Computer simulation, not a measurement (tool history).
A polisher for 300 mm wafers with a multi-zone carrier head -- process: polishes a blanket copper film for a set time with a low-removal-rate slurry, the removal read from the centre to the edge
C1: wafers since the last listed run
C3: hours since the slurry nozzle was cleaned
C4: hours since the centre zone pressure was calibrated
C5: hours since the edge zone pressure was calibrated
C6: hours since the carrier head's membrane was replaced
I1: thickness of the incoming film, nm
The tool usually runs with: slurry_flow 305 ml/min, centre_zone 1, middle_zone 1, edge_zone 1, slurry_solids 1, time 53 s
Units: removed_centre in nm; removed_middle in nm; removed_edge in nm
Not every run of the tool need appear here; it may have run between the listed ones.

{"run": 1, "hour": 0.0, "slurry_flow": 305, "centre_zone": 1, "middle_zone": 1, "edge_zone": 0.96, "slurry_solids": 1, "time": 61, "C1": 0, "wafers polished on this pad": 1762, "C3": 258.7, "C4": 370.7, "C5": 489.7, "C6": 1353.2, "I1": 1189.3, "removed_centre": 106, "removed_middle": 97.6, "removed_edge": 98.8}
{"run": 2, "hour": 65.9, "slurry_flow": 305, "centre_zone": 1, "middle_zone": 1, "edge_zone": 0.9, "slurry_solids": 0.75, "time": 64, "C1": 576, "wafers polished on this pad": 2338, "C3": 324.6, "C4": 436.6, "C5": 555.6, "C6": 1419.1, "I1": 1206.4, "removed_centre": 107.4, "removed_middle": 97.9, "removed_edge": 94.6}
{"hour": 94.0, "done": "edge zone pressure recalibrated"}
{"hour": 112.4, "done": "centre zone pressure recalibrated"}
{"run": 3, "hour": 137.1, "slurry_flow": 270, "centre_zone": 1, "middle_zone": 1.04, "edge_zone": 1.09, "slurry_solids": 1, "time": 53, "C1": 587, "wafers polished on this pad": 2925, "C3": 395.8, "C4": 24.7, "C5": 43.1, "C6": 1490.3, "I1": 1178.6, "removed_centre": 84.3, "removed_middle": 86.6, "removed_edge": 87.6}
{"hour": 188.2, "done": "worn pad replaced by a new one"}
{"run": 4, "hour": 188.7, "slurry_flow": 305, "centre_zone": 1, "middle_zone": 1, "edge_zone": 1, "slurry_solids": 1, "time": 53, "C1": 416, "wafers polished on this pad": 4, "C3": 447.4, "C4": 76.3, "C5": 94.7, "C6": 1541.9, "I1": 1184.2, "removed_centre": 83.6, "removed_middle": 83.4, "removed_edge": 87.3}
{"hour": 194.1, "done": "slurry nozzle cleaned"}
{"run": 5, "hour": 236.5, "slurry_flow": 305, "centre_zone": 1.08, "middle_zone": 0.92, "edge_zone": 1.11, "slurry_solids": 0.9, "time": 53, "C1": 409, "wafers polished on this pad": 413, "C3": 42.4, "C4": 124.1, "C5": 142.5, "C6": 1589.7, "I1": 1188.4, "removed_centre": 91.4, "removed_middle": 80, "removed_edge": 89.9}
{"hour": 270.5, "done": "carrier head's membrane replaced by a new one"}
{"run": 6, "hour": 271.0, "slurry_flow": 205, "centre_zone": 1.03, "middle_zone": 1, "edge_zone": 0.96, "slurry_solids": 1.2, "time": 53, "C1": 257, "wafers polished on this pad": 671, "C3": 76.9, "C4": 158.6, "C5": 177, "C6": 0.5, "I1": 1178.6, "removed_centre": 83.8, "removed_middle": 81.7, "removed_edge": 85.3}
{"run": 7, "hour": 301.1, "slurry_flow": 305, "centre_zone": 1, "middle_zone": 1, "edge_zone": 1, "slurry_solids": 1, "time": 38, "C1": 263, "wafers polished on this pad": 934, "C3": 107, "C4": 188.7, "C5": 207.1, "C6": 30.6, "I1": 1173.1, "removed_centre": 61.5, "removed_middle": 60.6, "removed_edge": 62.2}
{"run": 8, "hour": 366.2, "slurry_flow": 305, "centre_zone": 0.93, "middle_zone": 1, "edge_zone": 1, "slurry_solids": 1.1, "time": 53, "C1": 569, "wafers polished on this pad": 1503, "C3": 172.1, "C4": 253.8, "C5": 272.2, "C6": 95.7, "I1": 1192.2, "removed_centre": 82.5, "removed_middle": 84.9, "removed_edge": 87.7}
{"run": 9, "hour": 405.9, "slurry_flow": 305, "centre_zone": 0.96, "middle_zone": 0.89, "edge_zone": 1, "slurry_solids": 1, "time": 64, "C1": 347, "wafers polished on this pad": 1850, "C3": 211.8, "C4": 293.5, "C5": 311.9, "C6": 135.4, "I1": 1199.1, "removed_centre": 105.4, "removed_middle": 97.7, "removed_edge": 103.5}
{"run": 10, "hour": 451.8, "slurry_flow": 345, "centre_zone": 1.06, "middle_zone": 1, "edge_zone": 1, "slurry_solids": 1.25, "time": 69, "C1": 401, "wafers polished on this pad": 2252, "C3": 257.7, "C4": 339.4, "C5": 357.8, "C6": 181.3, "I1": 1186, "removed_centre": 128.3, "removed_middle": 115.1, "removed_edge": 117.1}
{"run": 11, "hour": 503.9, "slurry_flow": 215, "centre_zone": 1, "middle_zone": 1, "edge_zone": 1.08, "slurry_solids": 1, "time": 53, "C1": 455, "wafers polished on this pad": 2707, "C3": 309.8, "C4": 391.5, "C5": 409.9, "C6": 233.4, "I1": 1188.7, "removed_centre": 87.3, "removed_middle": 80.4, "removed_edge": 87.2}
{"hour": 549.0, "done": "worn pad replaced by a new one"}
{"hour": 563.7, "done": "slurry nozzle cleaned"}
{"run": 12, "hour": 564.2, "slurry_flow": 305, "centre_zone": 1, "middle_zone": 1, "edge_zone": 1.09, "slurry_solids": 0.8, "time": 53, "C1": 483, "wafers polished on this pad": 123, "C3": 0.5, "C4": 451.8, "C5": 470.2, "C6": 293.7, "I1": 1189, "removed_centre": 94.1, "removed_middle": 80.5, "removed_edge": 85.5}
{"hour": 583.8, "done": "centre zone pressure recalibrated"}
{"run": 13, "hour": 620.3, "slurry_flow": 305, "centre_zone": 1, "middle_zone": 1, "edge_zone": 1, "slurry_solids": 1, "time": 53, "C1": 473, "wafers polished on this pad": 596, "C3": 56.6, "C4": 36.5, "C5": 526.3, "C6": 349.8, "I1": 1181.6, "removed_centre": 84.5, "removed_middle": 83.5, "removed_edge": 85.4}
{"run": 14, "hour": 689.0, "slurry_flow": 390, "centre_zone": 0.91, "middle_zone": 1.08, "edge_zone": 1.11, "slurry_solids": 1, "time": 53, "C1": 600, "wafers polished on this pad": 1197, "C3": 125.3, "C4": 105.2, "C5": 595, "C6": 418.5, "I1": 1164.4, "removed_centre": 78.9, "removed_middle": 90.5, "removed_edge": 91.6}
{"run": 15, "hour": 734.8, "slurry_flow": 305, "centre_zone": 1, "middle_zone": 1, "edge_zone": 1.11, "slurry_solids": 1, "time": 53, "C1": 400, "wafers polished on this pad": 1598, "C3": 171.1, "C4": 151, "C5": 640.8, "C6": 464.3, "I1": 1177.4, "removed_centre": 85.6, "removed_middle": 83.8, "removed_edge": 89.9}
{"hour": 745.7, "done": "edge zone pressure recalibrated"}
{"run": 16, "hour": 768.3, "slurry_flow": 305, "centre_zone": 1.05, "middle_zone": 1, "edge_zone": 1, "slurry_solids": 1, "time": 40, "C1": 275, "wafers polished on this pad": 1873, "C3": 204.6, "C4": 184.5, "C5": 22.6, "C6": 497.8, "I1": 1183.7, "removed_centre": 68.1, "removed_middle": 64.8, "removed_edge": 64.3}
{"run": 17, "hour": 823.8, "slurry_flow": 305, "centre_zone": 1, "middle_zone": 1, "edge_zone": 1, "slurry_solids": 1, "time": 53, "C1": 485, "wafers polished on this pad": 2358, "C3": 260.1, "C4": 240, "C5": 78.1, "C6": 553.3, "I1": 1200.9, "removed_centre": 89.7, "removed_middle": 85.2, "removed_edge": 85.2}
{"run": 18, "hour": 856.4, "slurry_flow": 225, "centre_zone": 1, "middle_zone": 1, "edge_zone": 1, "slurry_solids": 1, "time": 37, "C1": 285, "wafers polished on this pad": 2643, "C3": 292.7, "C4": 272.6, "C5": 110.7, "C6": 585.9, "I1": 1209.3, "removed_centre": 58.3, "removed_middle": 57.4, "removed_edge": 58.4}
{"run": 19, "hour": 908.9, "slurry_flow": 305, "centre_zone": 1, "middle_zone": 1, "edge_zone": 0.94, "slurry_solids": 1, "time": 53, "C1": 459, "wafers polished on this pad": 3102, "C3": 345.2, "C4": 325.1, "C5": 163.2, "C6": 638.4, "I1": 1181.2, "removed_centre": 90.7, "removed_middle": 84.8, "removed_edge": 83.5}
{"run": 20, "hour": 952.3, "slurry_flow": 305, "centre_zone": 1, "middle_zone": 1, "edge_zone": 1, "slurry_solids": 1, "time": 53, "C1": 379, "wafers polished on this pad": 3482, "C3": 388.6, "C4": 368.5, "C5": 206.6, "C6": 681.8, "I1": 1198.7, "removed_centre": 91.6, "removed_middle": 83.6, "removed_edge": 87.5}

Consider 5 possible next runs. They are alternatives, not a sequence: every one starts from the tool as it was left by run 20. What does each give?
{"run": "A", "hour": 952.7, "slurry_flow": 305, "centre_zone": 1, "middle_zone": 1.1, "edge_zone": 1, "slurry_solids": 1, "time": 53, "C1": 3, "wafers polished on this pad": 3485, "C3": 389, "C4": 368.9, "C5": 207, "C6": 682.2, "I1": 1189.4, "removed_centre": "?", "removed_middle": "?", "removed_edge": "?"}
{"run": "B", "hour": 952.7, "slurry_flow": 305, "centre_zone": 1, "middle_zone": 1, "edge_zone": 1, "slurry_solids": 1, "time": 47, "C1": 3, "wafers polished on this pad": 3485, "C3": 389, "C4": 368.9, "C5": 207, "C6": 682.2, "I1": 1189.4, "removed_centre": "?", "removed_middle": "?", "removed_edge": "?"}
{"run": "C", "hour": 952.7, "slurry_flow": 380, "centre_zone": 1, "middle_zone": 1, "edge_zone": 1, "slurry_solids": 1, "time": 53, "C1": 3, "wafers polished on this pad": 3485, "C3": 389, "C4": 368.9, "C5": 207, "C6": 682.2, "I1": 1189.4, "removed_centre": "?", "removed_middle": "?", "removed_edge": "?"}
{"run": "D", "hour": 952.7, "slurry_flow": 305, "centre_zone": 0.93, "middle_zone": 1, "edge_zone": 1, "slurry_solids": 1.3, "time": 53, "C1": 3, "wafers polished on this pad": 3485, "C3": 389, "C4": 368.9, "C5": 207, "C6": 682.2, "I1": 1189.4, "removed_centre": "?", "removed_middle": "?", "removed_edge": "?"}
{"run": "E", "hour": 952.7, "slurry_flow": 305, "centre_zone": 1, "middle_zone": 1, "edge_zone": 0.93, "slurry_solids": 1, "time": 53, "C1": 3, "wafers polished on this pad": 3485, "C3": 389, "C4": 368.9, "C5": 207, "C6": 682.2, "I1": 1189.4, "removed_centre": "?", "removed_middle": "?", "removed_edge": "?"}

run=A removed_centre=93 removed_middle=88.2 removed_edge=88
run=B removed_centre=82.5 removed_middle=74.6 removed_edge=78.1
run=C removed_centre=95.1 removed_middle=85.9 removed_edge=89.4
run=D removed_centre=90.4 removed_middle=87.9 removed_edge=92
run=E removed_centre=93 removed_middle=84.1 removed_edge=85.1
The same runs, with their run-to-run variation unchanged, on a tool lacking any hidden condition would have given:
run=A removed_centre=84.9 removed_middle=88.3 removed_edge=88
run=B removed_centre=75.3 removed_middle=74.6 removed_edge=78.1
run=C removed_centre=86.8 removed_middle=85.9 removed_edge=89.4
run=D removed_centre=82.5 removed_middle=88 removed_edge=92
run=E removed_centre=84.9 removed_middle=84.2 removed_edge=85.1
